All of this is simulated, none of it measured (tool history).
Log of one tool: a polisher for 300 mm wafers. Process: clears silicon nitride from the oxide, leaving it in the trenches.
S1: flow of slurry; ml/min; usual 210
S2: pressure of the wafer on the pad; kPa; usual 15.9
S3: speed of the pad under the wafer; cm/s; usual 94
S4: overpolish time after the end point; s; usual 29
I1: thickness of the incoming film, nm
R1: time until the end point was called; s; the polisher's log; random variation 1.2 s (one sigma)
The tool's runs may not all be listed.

{"run": 1, "hour": 0.0, "S1": 210, "S2": 15.9, "S3": 94, "S4": 29, "I1": 79.5, "R1": 114.4}
{"run": 2, "hour": 37.6, "S1": 190, "S2": 15.9, "S3": 94, "S4": 29, "I1": 81.1, "R1": 116.6}
{"run": 3, "hour": 99.0, "S1": 190, "S2": 15.9, "S3": 94, "S4": 29, "I1": 79.5, "R1": 114.3}
{"run": 4, "hour": 148.2, "S1": 190, "S2": 15.9, "S3": 94, "S4": 29, "I1": 81.2, "R1": 116.4}
{"run": 5, "hour": 178.6, "S1": 210, "S2": 15.9, "S3": 94, "S4": 21, "I1": 81.1, "R1": 113.1}
{"run": 6, "hour": 213.4, "S1": 210, "S2": 15.9, "S3": 94, "S4": 21, "I1": 78.5, "R1": 110.6}
{"run": 7, "hour": 250.4, "S1": 210, "S2": 15.9, "S3": 94, "S4": 21, "I1": 79.7, "R1": 110.4}
{"run": 8, "hour": 420.2, "S1": 155, "S2": 15.9, "S3": 94, "S4": 29, "I1": 80.7, "R1": 108.6}
{"run": 9, "hour": 464.5, "S1": 210, "S2": 14.5, "S3": 94, "S4": 29, "I1": 78.8, "R1": 112.1}
{"run": 10, "hour": 514.8, "S1": 210, "S2": 15.9, "S3": 94, "S4": 29, "I1": 79.5, "R1": 105}
{"run": 11, "hour": 542.3, "S1": 210, "S2": 15.9, "S3": 94, "S4": 29, "I1": 80.4, "R1": 104.6}
{"run": 12, "hour": 570.3, "S1": 210, "S2": 15.9, "S3": 94, "S4": 29, "I1": 80.6, "R1": 106.6}
{"run": 13, "hour": 606.9, "S1": 210, "S2": 15.9, "S3": 94, "S4": 29, "I1": 79.5, "R1": 100.7}
{"run": 14, "hour": 639.2, "S1": 210, "S2": 15.9, "S3": 94, "S4": 29, "I1": 81, "R1": 104.5}
{"run": 15, "hour": 688.1, "S1": 210, "S2": 15.9, "S3": 94, "S4": 29, "I1": 80.5, "R1": 118.6}
{"run": 16, "hour": 733.4, "S1": 210, "S2": 15.9, "S3": 94, "S4": 29, "I1": 80.1, "R1": 116.9}
{"run": 17, "hour": 773.4, "S1": 210, "S2": 15.9, "S3": 94, "S4": 29, "I1": 80.1, "R1": 115.2}
{"run": 18, "hour": 806.8, "S1": 255, "S2": 18.6, "S3": 122, "S4": 24, "I1": 79.6, "R1": 75.1}
{"run": 19, "hour": 843.2, "S1": 210, "S2": 15.9, "S3": 94, "S4": 29, "I1": 79, "R1": 116.1}
{"run": 20, "hour": 912.5, "S1": 210, "S2": 15.9, "S3": 94, "S4": 29, "I1": 79.7, "R1": 114.6}
{"run": 21, "hour": 968.4, "S1": 210, "S2": 15.9, "S3": 94, "S4": 29, "I1": 80.3, "R1": 116.6}
{"run": 22, "hour": 1013.0, "S1": 210, "S2": 15.9, "S3": 94, "S4": 29, "I1": 78.6, "R1": 111.5}
{"run": 23, "hour": 1075.8, "S1": 210, "S2": 17.9, "S3": 94, "S4": 13, "I1": 79.4, "R1": 99.4}
{"run": 24, "hour": 1129.7, "S1": 210, "S2": 13.1, "S3": 122, "S4": 36, "I1": 81.1, "R1": 104.4}
{"run": 25, "hour": 1164.3, "S1": 210, "S2": 12.4, "S3": 94, "S4": 29, "I1": 80, "R1": 135.7}
{"run": 26, "hour": 1231.4, "S1": 230, "S2": 20.7, "S3": 82, "S4": 22, "I1": 79.6, "R1": 106.5}
{"run": 27, "hour": 1356.4, "S1": 190, "S2": 12.4, "S3": 82, "S4": 36, "I1": 78.8, "R1": 162.1}
{"run": 28, "hour": 1411.8, "S1": 210, "S2": 15.9, "S3": 120, "S4": 29, "I1": 81.1, "R1": 92.8}
{"run": 29, "hour": 1439.6, "S1": 210, "S2": 15.9, "S3": 94, "S4": 22, "I1": 79.3, "R1": 115}
{"run": 30, "hour": 1487.6, "S1": 180, "S2": 14.5, "S3": 122, "S4": 29, "I1": 81, "R1": 100.2}
{"run": 31, "hour": 1525.9, "S1": 140, "S2": 18.6, "S3": 76, "S4": 43, "I1": 80.5, "R1": 129.3}
{"run": 32, "hour": 1593.0, "S1": 170, "S2": 15.9, "S3": 94, "S4": 29, "I1": 79.7, "R1": 115.6}
{"run": 33, "hour": 1621.8, "S1": 210, "S2": 15.9, "S3": 94, "S4": 29, "I1": 81.3, "R1": 113.9}
{"run": 34, "hour": 1672.0, "S1": 235, "S2": 15.9, "S3": 106, "S4": 29, "I1": 80.1, "R1": 99.3}

Taken out of this log: 13 entries between the listed runs. Where each belongs, and how the hidden state differs across it:
Between runs 1 and 2: slurry nozzle cleaned (hour 2)
  deviation of the head's pressure from its setpoint, %: 2.12 -> 2.61
  measured less the result without the state, R1: -2.1 -> -2.8 s
Between runs 3 and 4: worn pad replaced by a new one (hour 117.2)
  deviation of the head's pressure from its setpoint, %: 3.41 -> 4.05
  measured less the result without the state, R1: -3.5 -> -4.2 s
Between runs 7 and 8: head pressure recalibrated (hour 345.2)
  deviation of the head's pressure from its setpoint, %: 5.39 -> 12.2
  measured less the result without the state, R1: -5.3 -> -11.8 s
Between runs 8 and 9: slurry nozzle cleaned (hour 426.9); worn pad replaced by a new one (hour 454.2)
  deviation of the head's pressure from its setpoint, %: 12.2 -> 12.7
  measured less the result without the state, R1: -11.8 -> -12.8 s
Between runs 14 and 15: head pressure recalibrated, repeated, since the last time left the tool worse (hour 684.7)
  deviation of the head's pressure from its setpoint, %: 15 -> -1.07
  measured less the result without the state, R1: -14 -> +1.2 s
Between runs 16 and 17: slurry nozzle cleaned (hour 771.4)
  deviation of the head's pressure from its setpoint, %: -0.477 -> 0.0452
  measured less the result without the state, R1: +0.5 -> -0.1 s
Between runs 18 and 19: worn pad replaced by a new one (hour 811.7)
  deviation of the head's pressure from its setpoint, %: 0.482 -> 0.957
  measured less the result without the state, R1: -0.3 -> -1 s
Between runs 23 and 24: worn pad replaced by a new one (hour 1129.3)
  deviation of the head's pressure from its setpoint, %: 4 -> 4.7
  measured less the result without the state, R1: -3.6 -> -4.4 s
Between runs 25 and 26: slurry nozzle cleaned (hour 1190.1); head pressure recalibrated (hour 1196.1)
  deviation of the head's pressure from its setpoint, %: 5.15 -> -0.533
  measured less the result without the state, R1: -6.3 -> +0.5 s
Between runs 28 and 29: worn pad replaced by a new one (hour 1431)
  deviation of the head's pressure from its setpoint, %: 1.82 -> 2.19
  measured less the result without the state, R1: -1.5 -> -2.2 s
Between runs 32 and 33: slurry nozzle cleaned (hour 1600.9)
  deviation of the head's pressure from its setpoint, %: 4.19 -> 4.57
  measured less the result without the state, R1: -4.3 -> -4.7 s

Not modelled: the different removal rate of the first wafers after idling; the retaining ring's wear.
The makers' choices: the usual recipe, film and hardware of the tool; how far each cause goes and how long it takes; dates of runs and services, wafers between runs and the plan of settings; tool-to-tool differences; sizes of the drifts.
